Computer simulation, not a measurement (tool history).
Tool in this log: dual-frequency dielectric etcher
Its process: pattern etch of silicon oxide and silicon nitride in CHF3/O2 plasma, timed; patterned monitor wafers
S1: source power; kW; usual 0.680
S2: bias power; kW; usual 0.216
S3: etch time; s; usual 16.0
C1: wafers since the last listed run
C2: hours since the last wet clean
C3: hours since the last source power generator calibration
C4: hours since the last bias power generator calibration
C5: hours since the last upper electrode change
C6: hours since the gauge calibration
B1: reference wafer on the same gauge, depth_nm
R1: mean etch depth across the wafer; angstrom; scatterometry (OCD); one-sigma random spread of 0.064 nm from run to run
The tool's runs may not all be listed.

run,hour,S1,S2,S3,C1,C2,C3,C4,C5,C6,B1,R1
1,0.0,0.680,0.216,16.0,0,525.7,2004.5,2294.4,1669.7,267.5,21.79,245.9
2,7.1,0.680,0.216,16.0,79,532.8,2011.6,2301.5,1676.8,274.6,21.80,246.2
3,22.6,0.680,0.216,16.0,174,548.3,2027.1,2317.0,1692.3,290.1,21.79,246.2
4,36.1,0.800,0.216,16.0,151,561.8,2040.6,2330.5,1705.8,303.6,21.78,259.5
5,48.2,0.800,0.216,16.0,136,573.9,2052.7,2342.6,1717.9,315.7,21.79,258.4
6,58.5,0.680,0.216,16.0,115,584.2,2063.0,2352.9,1728.2,326.0,21.79,246.1
7,69.2,0.830,0.216,12.5,120,594.9,2073.7,2363.6,1738.9,336.7,21.79,204.3
# hour 105.0: wet clean of the chamber
# hour 105.9: upper electrode replaced
8,106.4,0.770,0.216,20.5,137,1.4,2110.9,2400.8,0.5,373.9,21.79,327.5
9,106.8,0.680,0.255,14.0,4,1.8,2111.3,2401.2,0.9,374.3,21.80,227.0
10,108.2,0.640,0.216,16.0,15,3.2,2112.7,2402.6,2.3,375.7,21.81,241.5
11,123.8,0.800,0.216,16.0,175,18.8,2128.3,2418.2,17.9,391.3,21.80,258.0
12,133.4,0.680,0.170,16.0,107,28.4,2137.9,2427.8,27.5,400.9,21.78,226.5
13,142.9,0.680,0.216,16.0,106,37.9,2147.4,2437.3,37.0,410.4,21.80,246.0
14,160.1,0.610,0.184,16.0,193,55.1,2164.6,2454.5,54.2,427.6,21.83,223.8
15,177.3,0.680,0.216,16.0,193,72.3,2181.8,2471.7,71.4,444.8,21.79,244.3
16,190.2,0.580,0.231,14.5,145,85.2,2194.7,2484.6,84.3,457.7,21.80,216.7
17,202.8,0.680,0.216,16.0,141,97.8,2207.3,2497.2,96.9,470.3,21.80,245.6
# hour 218.0: source power generator calibrated
18,218.5,0.800,0.171,18.0,131,113.5,0.5,2512.9,112.6,486.0,21.78,269.7
# hour 225.1: gauge calibrated
# hour 228.7: bias power generator calibrated
19,231.7,0.750,0.256,16.0,103,126.7,13.7,3.0,125.8,6.6,21.80,269.4
20,240.6,0.680,0.216,16.0,100,135.6,22.6,11.9,134.7,15.5,21.79,245.3
21,249.9,0.800,0.216,12.5,104,144.9,31.9,21.2,144.0,24.8,21.82,202.8
22,260.5,0.680,0.216,16.0,119,155.5,42.5,31.8,154.6,35.4,21.80,244.8
23,275.4,0.560,0.254,19.5,167,170.4,57.4,46.7,169.5,50.3,21.83,298.7
24,285.4,0.840,0.216,17.5,112,180.4,67.4,56.7,179.5,60.3,21.81,288.9
25,302.2,0.680,0.216,12.5,188,197.2,84.2,73.5,196.3,77.1,21.83,191.9
26,317.3,0.680,0.253,11.5,169,212.3,99.3,88.6,211.4,92.2,21.81,187.3
27,335.1,0.580,0.216,16.0,200,230.1,117.1,106.4,229.2,110.0,21.81,233.5
28,348.1,0.680,0.216,18.5,146,243.1,130.1,119.4,242.2,123.0,21.77,285.5
29,364.9,0.680,0.216,16.0,188,259.9,146.9,136.2,259.0,139.8,21.77,245.3
30,374.5,0.680,0.216,16.0,107,269.5,156.5,145.8,268.6,149.4,21.81,244.6

Forecast each of these 4 alternatives for the next run:
A,374.9,0.680,0.216,16.0,4,269.9,156.9,146.2,269.0,149.8,?,?
B,374.9,0.730,0.177,16.0,4,269.9,156.9,146.2,269.0,149.8,?,?
C,374.9,0.730,0.216,19.5,4,269.9,156.9,146.2,269.0,149.8,?,?
D,374.9,0.680,0.163,16.0,4,269.9,156.9,146.2,269.0,149.8,?,?

run,B1,R1
A,21.78,244.6
B,21.78,234.2
C,21.78,305.1
D,21.78,222.7
With the hidden condition removed and each run's random variation left untouched, the same runs would have given:
run,R1
A,244.6
B,234.2
C,305.1
D,222.7
